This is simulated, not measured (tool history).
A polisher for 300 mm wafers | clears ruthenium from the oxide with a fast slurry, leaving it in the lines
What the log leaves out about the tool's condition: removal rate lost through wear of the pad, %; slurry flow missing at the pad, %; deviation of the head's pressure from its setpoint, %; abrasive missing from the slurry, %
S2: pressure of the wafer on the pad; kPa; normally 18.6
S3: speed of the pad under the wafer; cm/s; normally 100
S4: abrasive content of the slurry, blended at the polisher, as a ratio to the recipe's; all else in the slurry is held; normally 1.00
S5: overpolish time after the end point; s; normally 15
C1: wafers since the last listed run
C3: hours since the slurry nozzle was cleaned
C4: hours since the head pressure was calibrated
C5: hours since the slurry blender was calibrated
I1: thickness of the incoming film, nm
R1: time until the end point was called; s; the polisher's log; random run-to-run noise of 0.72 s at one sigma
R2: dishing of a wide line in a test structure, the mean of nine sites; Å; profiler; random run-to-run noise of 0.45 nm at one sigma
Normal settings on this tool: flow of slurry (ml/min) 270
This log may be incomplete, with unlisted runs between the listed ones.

{"run": 1, "hour": 0.0, "flow of slurry (ml/min)": 270, "S2": 18.6, "S3": 100, "S4": 1.0, "S5": 15, "C1": 0, "wafers polished on this pad": 397, "C3": 588.9, "C4": 465.8, "C5": 88.7, "I1": 245.6, "R1": 72.8, "R2": 300}
{"run": 2, "hour": 52.4, "flow of slurry (ml/min)": 320, "S2": 18.6, "S3": 100, "S4": 1.0, "S5": 15, "C1": 418, "wafers polished on this pad": 816, "C3": 641.3, "C4": 518.2, "C5": 141.1, "I1": 247.8, "R1": 70.6, "R2": 300}
{"run": 3, "hour": 86.3, "flow of slurry (ml/min)": 270, "S2": 18.6, "S3": 100, "S4": 1.0, "S5": 15, "C1": 270, "wafers polished on this pad": 1086, "C3": 675.2, "C4": 552.1, "C5": 175.0, "I1": 249.7, "R1": 72.8, "R2": 300}
{"hour": 125.0, "done": "slurry blender recalibrated"}
{"hour": 127.2, "done": "slurry nozzle cleaned"}
{"run": 4, "hour": 189.9, "flow of slurry (ml/min)": 270, "S2": 18.6, "S3": 100, "S4": 1.0, "S5": 15, "C1": 803, "wafers polished on this pad": 1890, "C3": 62.7, "C4": 655.7, "C5": 64.9, "I1": 248.2, "R1": 71.5, "R2": 301}
{"hour": 200.8, "done": "worn pad replaced by a new one"}
{"run": 5, "hour": 209.1, "flow of slurry (ml/min)": 270, "S2": 18.6, "S3": 100, "S4": 1.0, "S5": 15, "C1": 121, "wafers polished on this pad": 66, "C3": 81.9, "C4": 674.9, "C5": 84.1, "I1": 254.3, "R1": 74.6, "R2": 302}
{"run": 6, "hour": 244.0, "flow of slurry (ml/min)": 270, "S2": 21.4, "S3": 100, "S4": 1.0, "S5": 15, "C1": 278, "wafers polished on this pad": 345, "C3": 116.8, "C4": 709.8, "C5": 119.0, "I1": 254.6, "R1": 63.2, "R2": 327}
{"run": 7, "hour": 269.1, "flow of slurry (ml/min)": 270, "S2": 21.4, "S3": 100, "S4": 1.0, "S5": 15, "C1": 200, "wafers polished on this pad": 545, "C3": 141.9, "C4": 734.9, "C5": 144.1, "I1": 247.7, "R1": 60.6, "R2": 314}
{"run": 8, "hour": 295.2, "flow of slurry (ml/min)": 270, "S2": 18.6, "S3": 100, "S4": 1.0, "S5": 15, "C1": 208, "wafers polished on this pad": 754, "C3": 168.0, "C4": 761.0, "C5": 170.2, "I1": 253.0, "R1": 71.7, "R2": 311}
{"run": 9, "hour": 322.8, "flow of slurry (ml/min)": 270, "S2": 18.6, "S3": 100, "S4": 1.0, "S5": 15, "C1": 220, "wafers polished on this pad": 974, "C3": 195.6, "C4": 788.6, "C5": 197.8, "I1": 250.8, "R1": 71.1, "R2": 297}
{"hour": 353.6, "done": "head pressure recalibrated"}
{"run": 10, "hour": 354.1, "flow of slurry (ml/min)": 270, "S2": 18.6, "S3": 100, "S4": 1.0, "S5": 15, "C1": 234, "wafers polished on this pad": 1208, "C3": 226.9, "C4": 0.5, "C5": 229.1, "I1": 249.9, "R1": 74.3, "R2": 303}
{"hour": 362.7, "done": "slurry blender recalibrated"}
{"run": 11, "hour": 384.9, "flow of slurry (ml/min)": 270, "S2": 18.6, "S3": 100, "S4": 1.0, "S5": 15, "C1": 230, "wafers polished on this pad": 1438, "C3": 257.7, "C4": 31.3, "C5": 22.2, "I1": 250.0, "R1": 75.9, "R2": 297}
{"run": 12, "hour": 401.2, "flow of slurry (ml/min)": 220, "S2": 18.6, "S3": 130, "S4": 0.85, "S5": 10, "C1": 130, "wafers polished on this pad": 1568, "C3": 274.0, "C4": 47.6, "C5": 38.5, "I1": 247.5, "R1": 61.2, "R2": 262}
{"hour": 421.9, "done": "worn pad replaced by a new one"}
{"run": 13, "hour": 427.2, "flow of slurry (ml/min)": 270, "S2": 18.6, "S3": 100, "S4": 1.0, "S5": 15, "C1": 175, "wafers polished on this pad": 42, "C3": 300.0, "C4": 73.6, "C5": 64.5, "I1": 249.2, "R1": 74.6, "R2": 303}
{"run": 14, "hour": 451.4, "flow of slurry (ml/min)": 270, "S2": 21.4, "S3": 100, "S4": 1.0, "S5": 15, "C1": 193, "wafers polished on this pad": 235, "C3": 324.2, "C4": 97.8, "C5": 88.7, "I1": 249.4, "R1": 65.6, "R2": 319}
{"run": 15, "hour": 486.2, "flow of slurry (ml/min)": 225, "S2": 21.4, "S3": 100, "S4": 0.75, "S5": 15, "C1": 278, "wafers polished on this pad": 513, "C3": 359.0, "C4": 132.6, "C5": 123.5, "I1": 248.6, "R1": 72.0, "R2": 304}
{"run": 16, "hour": 521.8, "flow of slurry (ml/min)": 270, "S2": 24.1, "S3": 100, "S4": 1.3, "S5": 21, "C1": 284, "wafers polished on this pad": 798, "C3": 394.6, "C4": 168.2, "C5": 159.1, "I1": 251.0, "R1": 52.8, "R2": 375}
{"run": 17, "hour": 549.2, "flow of slurry (ml/min)": 215, "S2": 18.6, "S3": 82, "S4": 0.7, "S5": 23, "C1": 218, "wafers polished on this pad": 1016, "C3": 422.0, "C4": 195.6, "C5": 186.5, "I1": 249.6, "R1": 104.0, "R2": 321}
{"run": 18, "hour": 565.1, "flow of slurry (ml/min)": 270, "S2": 18.6, "S3": 100, "S4": 1.0, "S5": 15, "C1": 127, "wafers polished on this pad": 1144, "C3": 437.9, "C4": 211.5, "C5": 202.4, "I1": 250.9, "R1": 75.6, "R2": 297}
{"run": 19, "hour": 595.7, "flow of slurry (ml/min)": 270, "S2": 18.6, "S3": 100, "S4": 1.0, "S5": 18, "C1": 244, "wafers polished on this pad": 1388, "C3": 468.5, "C4": 242.1, "C5": 233.0, "I1": 248.8, "R1": 72.6, "R2": 325}
{"hour": 612.5, "done": "slurry blender recalibrated"}
{"hour": 616.7, "done": "worn pad replaced by a new one"}
{"run": 20, "hour": 620.4, "flow of slurry (ml/min)": 270, "S2": 18.6, "S3": 100, "S4": 1.0, "S5": 15, "C1": 149, "wafers polished on this pad": 29, "C3": 493.2, "C4": 266.8, "C5": 7.9, "I1": 251.1, "R1": 74.4, "R2": 294}
{"run": 21, "hour": 656.2, "flow of slurry (ml/min)": 220, "S2": 22.1, "S3": 100, "S4": 0.75, "S5": 9, "C1": 286, "wafers polished on this pad": 315, "C3": 529.0, "C4": 302.6, "C5": 43.7, "I1": 246.4, "R1": 69.4, "R2": 235}
{"run": 22, "hour": 673.2, "flow of slurry (ml/min)": 270, "S2": 18.6, "S3": 100, "S4": 1.2, "S5": 22, "C1": 135, "wafers polished on this pad": 451, "C3": 546.0, "C4": 319.6, "C5": 60.7, "I1": 253.7, "R1": 72.0, "R2": 350}
{"run": 23, "hour": 685.8, "flow of slurry (ml/min)": 190, "S2": 18.6, "S3": 100, "S4": 1.0, "S5": 15, "C1": 100, "wafers polished on this pad": 552, "C3": 558.6, "C4": 332.2, "C5": 73.3, "I1": 248.6, "R1": 76.6, "R2": 289}
{"run": 24, "hour": 719.3, "flow of slurry (ml/min)": 270, "S2": 18.6, "S3": 100, "S4": 1.0, "S5": 15, "C1": 267, "wafers polished on this pad": 819, "C3": 592.1, "C4": 365.7, "C5": 106.8, "I1": 250.4, "R1": 74.2, "R2": 296}
{"run": 25, "hour": 748.1, "flow of slurry (ml/min)": 230, "S2": 18.6, "S3": 100, "S4": 1.15, "S5": 7, "C1": 230, "wafers polished on this pad": 1049, "C3": 620.9, "C4": 394.5, "C5": 135.6, "I1": 253.8, "R1": 72.6, "R2": 191}
{"run": 26, "hour": 821.7, "flow of slurry (ml/min)": 270, "S2": 18.6, "S3": 100, "S4": 0.8, "S5": 15, "C1": 587, "wafers polished on this pad": 1637, "C3": 694.5, "C4": 468.1, "C5": 209.2, "I1": 250.6, "R1": 78.5, "R2": 284}
{"hour": 837.7, "done": "worn pad replaced by a new one"}
{"run": 27, "hour": 838.7, "flow of slurry (ml/min)": 270, "S2": 22.1, "S3": 134, "S4": 1.0, "S5": 21, "C1": 103, "wafers polished on this pad": 8, "C3": 711.5, "C4": 485.1, "C5": 226.2, "I1": 248.4, "R1": 45.9, "R2": 401}

Alternative continuations, all from the tool just after run 27; predict every row:
{"run": "A", "hour": 839.1, "flow of slurry (ml/min)": 270, "S2": 13.1, "S3": 100, "S4": 1.0, "S5": 15, "C1": 3, "wafers polished on this pad": 11, "C3": 711.9, "C4": 485.5, "C5": 226.6, "I1": 245.8, "R1": "?", "R2": "?"}
{"run": "B", "hour": 839.1, "flow of slurry (ml/min)": 270, "S2": 18.6, "S3": 82, "S4": 1.0, "S5": 8, "C1": 3, "wafers polished on this pad": 11, "C3": 711.9, "C4": 485.5, "C5": 226.6, "I1": 245.8, "R1": "?", "R2": "?"}
{"run": "C", "hour": 839.1, "flow of slurry (ml/min)": 270, "S2": 16.5, "S3": 76, "S4": 1.25, "S5": 18, "C1": 3, "wafers polished on this pad": 11, "C3": 711.9, "C4": 485.5, "C5": 226.6, "I1": 245.8, "R1": "?", "R2": "?"}
{"run": "D", "hour": 839.1, "flow of slurry (ml/min)": 270, "S2": 24.1, "S3": 84, "S4": 0.7, "S5": 22, "C1": 3, "wafers polished on this pad": 11, "C3": 711.9, "C4": 485.5, "C5": 226.6, "I1": 245.8, "R1": "?", "R2": "?"}
{"run": "E", "hour": 839.1, "flow of slurry (ml/min)": 305, "S2": 15.9, "S3": 100, "S4": 0.9, "S5": 15, "C1": 3, "wafers polished on this pad": 11, "C3": 711.9, "C4": 485.5, "C5": 226.6, "I1": 245.8, "R1": "?", "R2": "?"}

run=A R1=101.0 R2=248
run=B R1=86.9 R2=179
run=C R1=98.4 R2=280
run=D R1=73.4 R2=350
run=E R1=85.3 R2=274
Stripped of hidden state, with their random variation kept, the same runs would have yielded:
run=A R1=104.3 R2=243
run=B R1=89.8 R2=175
run=C R1=101.6 R2=275
run=D R1=75.8 R2=346
run=E R1=88.2 R2=269

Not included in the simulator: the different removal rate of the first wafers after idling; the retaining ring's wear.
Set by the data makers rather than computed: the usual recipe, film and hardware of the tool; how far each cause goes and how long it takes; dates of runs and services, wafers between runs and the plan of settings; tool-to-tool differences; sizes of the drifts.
